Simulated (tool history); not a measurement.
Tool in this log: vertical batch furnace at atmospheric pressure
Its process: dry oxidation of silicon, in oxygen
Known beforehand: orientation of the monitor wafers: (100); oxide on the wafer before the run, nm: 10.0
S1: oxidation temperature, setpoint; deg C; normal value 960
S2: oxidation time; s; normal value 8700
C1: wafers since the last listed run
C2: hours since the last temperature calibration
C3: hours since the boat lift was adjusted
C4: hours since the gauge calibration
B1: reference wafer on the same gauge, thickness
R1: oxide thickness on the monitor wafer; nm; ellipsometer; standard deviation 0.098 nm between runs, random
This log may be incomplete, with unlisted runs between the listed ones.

| run | day | S1 | S2 | C1 | C2 | C3 | C4 | B1 | R1 |
|---|---|---|---|---|---|---|---|---|---|
| 1 | 0.000 | 960 | 8700 | 0 | 4480.7 | 4814.5 | 87.5 | 68.69 | 65.67 |
| 2 | 0.788 | 960 | 8700 | 197 | 4499.6 | 4833.4 | 106.4 | 68.69 | 65.60 |
|  | 2.521 | gauge calibrated |
| 3 | 2.650 | 960 | 7440 | 466 | 4544.3 | 4878.1 | 3.1 | 68.71 | 59.02 |
| 4 | 3.267 | 960 | 7440 | 154 | 4559.1 | 4892.9 | 17.9 | 68.70 | 59.09 |
| 5 | 3.842 | 960 | 7440 | 143 | 4572.9 | 4906.7 | 31.7 | 68.73 | 58.99 |
| 6 | 4.754 | 960 | 10830 | 228 | 4594.8 | 4928.6 | 53.6 | 68.68 | 76.14 |
|  | 6.192 | thermocouples replaced and temperature profile calibrated |
|  | 6.350 | boat lift adjusted |
| 7 | 6.371 | 960 | 8700 | 115 | 4.3 | 0.5 | 92.4 | 68.67 | 65.80 |
| 8 | 6.600 | 942 | 12990 | 57 | 9.8 | 6.0 | 97.9 | 68.74 | 73.89 |
| 9 | 6.892 | 960 | 6900 | 72 | 16.8 | 13.0 | 104.9 | 68.74 | 56.20 |
|  | 7.567 | gauge calibrated |
| 10 | 7.692 | 976 | 12600 | 200 | 36.0 | 32.2 | 3.0 | 68.67 | 94.76 |
| 11 | 8.350 | 960 | 7440 | 164 | 51.8 | 48.0 | 18.8 | 68.71 | 59.10 |
| 12 | 8.704 | 960 | 7440 | 88 | 60.3 | 56.5 | 27.3 | 68.72 | 59.08 |
| 13 | 9.167 | 975 | 4650 | 115 | 71.4 | 67.6 | 38.4 | 68.69 | 48.28 |
| 14 | 9.992 | 960 | 8700 | 206 | 91.2 | 87.4 | 58.2 | 68.69 | 65.55 |
| 15 | 10.612 | 969 | 12990 | 155 | 106.1 | 102.3 | 73.1 | 68.70 | 92.29 |

Branching from run 15: 4 alternative next runs. What would each branch give?
| A | 10.850 | 941 | 8700 | 59 | 111.8 | 108.0 | 78.8 | ? | ? |
| B | 10.850 | 938 | 11970 | 59 | 111.8 | 108.0 | 78.8 | ? | ? |
| C | 10.850 | 983 | 12060 | 59 | 111.8 | 108.0 | 78.8 | ? | ? |
| D | 10.850 | 938 | 8700 | 59 | 111.8 | 108.0 | 78.8 | ? | ? |

| run | B1 | R1 |
|---|---|---|
| A | 68.72 | 55.32 |
| B | 68.72 | 66.92 |
| C | 68.72 | 96.85 |
| D | 68.72 | 53.76 |
With the hidden condition removed and each run's random variation left untouched, the same runs would have given:
| run | R1 |
|---|---|
| A | 55.32 |
| B | 66.92 |
| C | 96.85 |
| D | 53.76 |
